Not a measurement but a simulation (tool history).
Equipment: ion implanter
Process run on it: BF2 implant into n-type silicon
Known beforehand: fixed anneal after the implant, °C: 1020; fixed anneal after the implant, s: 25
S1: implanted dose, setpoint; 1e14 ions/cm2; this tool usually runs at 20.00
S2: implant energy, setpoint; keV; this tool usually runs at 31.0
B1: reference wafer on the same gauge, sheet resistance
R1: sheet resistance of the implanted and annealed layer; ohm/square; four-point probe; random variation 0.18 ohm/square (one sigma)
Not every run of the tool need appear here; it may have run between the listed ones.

run	day	S1	S2	B1	R1
1	0.000	21.76	31.0	111.03	119.31
2	2.938	21.76	31.0	111.03	119.63
# day 4.300: gauge calibrated
3	5.129	21.76	31.0	111.00	119.32
4	6.158	20.00	31.0	111.01	120.69
5	8.642	20.00	34.0	110.98	115.79
6	10.712	20.00	34.0	111.01	116.00
7	11.892	20.00	34.0	111.04	115.74
# day 12.788: extraction supply calibrated
8	12.962	20.00	31.0	111.02	120.36
9	15.958	16.20	37.5	111.05	115.40
10	17.729	16.20	37.5	110.98	115.51
11	18.850	16.20	37.5	111.01	115.59
12	20.933	25.59	35.0	111.00	111.52
13	22.938	22.99	38.5	110.99	107.77
# day 23.258: gauge calibrated
14	24.512	16.34	39.5	110.98	112.62
15	25.754	25.87	25.5	110.94	128.12

What will run 16 give?
16	26.938	20.00	31.0	?	?

B1: 110.95
R1: 120.67 ohm/square
Take away the tool's hidden state, keep the run-to-run variation as it was, and the same run would have given R1 120.67 ohm/square.

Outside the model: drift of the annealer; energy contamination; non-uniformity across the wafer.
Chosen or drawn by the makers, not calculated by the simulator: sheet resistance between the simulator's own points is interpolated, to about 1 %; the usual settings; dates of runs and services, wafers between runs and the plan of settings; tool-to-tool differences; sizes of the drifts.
